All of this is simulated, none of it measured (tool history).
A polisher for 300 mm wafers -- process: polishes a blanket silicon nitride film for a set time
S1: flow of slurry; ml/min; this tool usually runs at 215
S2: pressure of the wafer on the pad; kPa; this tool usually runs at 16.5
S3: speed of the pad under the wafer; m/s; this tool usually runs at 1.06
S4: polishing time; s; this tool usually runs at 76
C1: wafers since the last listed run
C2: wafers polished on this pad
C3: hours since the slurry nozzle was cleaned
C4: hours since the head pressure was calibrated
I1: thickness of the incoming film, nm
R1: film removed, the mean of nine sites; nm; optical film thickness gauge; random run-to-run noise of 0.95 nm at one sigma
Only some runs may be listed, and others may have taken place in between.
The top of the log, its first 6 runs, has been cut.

run,hour,S1,S2,S3,S4,C1,C2,C3,C4,I1,R1
7,143.8,215,16.5,1.06,76,168,577,301.8,687,836.1,110.3
8,174.9,215,16.5,1.06,76,213,791,332.9,718.1,848.6,109.5
# hour 188.5: slurry nozzle cleaned
9,192.9,215,16.5,1.06,76,116,908,4.4,736.1,846.5,117.2
# hour 217.6: worn pad replaced by a new one
10,218.3,215,16.5,1.06,76,147,4,29.8,761.5,866.6,115.6
11,239.1,215,16.5,1.06,76,142,147,50.6,782.3,850.4,115.5
12,258.2,215,16.5,1.06,76,131,278,69.7,801.4,842.9,114.3
13,290.6,215,16.5,1.06,76,222,501,102.1,833.8,839.9,113.7
14,320.7,215,16.5,1.06,76,206,707,132.2,863.9,850,114.4
15,333.5,215,16.5,1.06,76,87,795,145,876.7,844.3,114.8
16,361.3,215,16.5,0.78,76,190,986,172.8,904.5,859,89.2
17,389.8,215,14.5,0.96,76,195,1182,201.3,933,845.5,93.8
18,403.4,215,20,1.18,76,93,1276,214.9,946.6,867.7,141.9
# hour 409.7: worn pad replaced by a new one
19,483.2,215,16.5,1.06,76,520,505,294.7,1026.4,848.9,111.6
20,516.4,215,16.5,1.06,76,228,733,327.9,1059.6,848.6,110.7
21,541.2,260,13.8,0.74,90,170,903,352.7,1084.4,846.9,86.6
22,590.1,265,20.7,1.06,76,335,1239,401.6,1133.3,851.6,135.8

Expected results for the next run?
# hour 592.6: head pressure recalibrated
# hour 596.6: worn pad replaced by a new one
# hour 601.3: slurry nozzle cleaned
23,623.8,190,11,0.94,98,183,179,22.5,31.2,852.7,?

R1: 90.4 nm
Had the tool carried no hidden state, the very same run would have given R1 91.2 nm.
